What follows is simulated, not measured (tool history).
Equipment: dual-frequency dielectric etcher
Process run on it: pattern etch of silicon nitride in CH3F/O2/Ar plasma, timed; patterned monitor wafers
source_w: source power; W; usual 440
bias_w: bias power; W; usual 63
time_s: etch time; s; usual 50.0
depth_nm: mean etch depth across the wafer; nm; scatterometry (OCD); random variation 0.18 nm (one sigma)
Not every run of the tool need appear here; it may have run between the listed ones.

run,day,source_w,bias_w,time_s,"read-back reference wafer on the same gauge, depth_nm",depth_nm
1,0.000,440,63,50.0,44.11,38.13
2,1.392,440,63,50.0,44.08,38.40
3,2.925,440,63,50.0,44.16,38.14
4,4.754,440,63,58.5,44.14,44.84
5,7.504,440,63,58.5,44.16,44.56
6,8.525,440,63,58.5,44.05,44.75
7,10.058,440,55,50.0,44.14,37.17
8,11.433,440,55,50.0,44.09,37.38
9,12.575,440,55,50.0,44.07,37.70
# day 14.646: source power generator calibrated
10,15.329,440,63,50.0,44.09,38.42
# day 16.046: gauge calibrated
# day 17.992: wet clean of the chamber
11,18.012,350,63,43.0,44.12,30.51
12,19.521,510,63,42.0,44.12,34.15
13,21.550,470,68,64.0,44.11,51.18
14,23.029,440,63,50.0,44.07,38.19
15,24.908,440,63,50.0,44.11,38.43
16,26.429,440,47,50.0,44.04,36.42
# day 28.021: upper electrode replaced
17,28.042,440,48,39.5,44.09,28.83
18,30.708,390,47,64.5,44.12,44.89
19,33.696,330,63,62.5,44.09,43.20
20,35.500,540,63,50.0,44.10,41.58
21,36.617,520,76,39.0,44.11,32.72
22,38.038,370,68,41.0,44.11,29.84
# day 41.125: wet clean of the chamber
23,41.146,440,63,50.0,44.04,38.28
24,41.767,440,63,50.0,44.09,38.42
25,44.333,340,73,39.5,44.07,28.65
26,47.125,440,63,50.0,44.11,38.28
27,48.425,440,48,39.5,44.12,28.72
28,49.904,440,76,50.0,44.11,39.75
29,51.846,410,52,50.0,44.09,36.04
30,54.371,490,77,63.5,44.12,52.56
31,57.121,480,71,42.0,44.06,33.96

Here are 3 independent what-if runs from the current tool condition. What would each one return?
A,57.138,350,63,50.0,?,?
B,57.138,440,63,44.0,?,?
C,57.138,440,51,50.0,?,?

run,"read-back reference wafer on the same gauge, depth_nm",depth_nm
A,44.10,35.67
B,44.10,33.92
C,44.10,37.16
Stripped of hidden state, with their random variation kept, the same runs would have yielded:
run,depth_nm
A,35.67
B,33.92
C,37.16
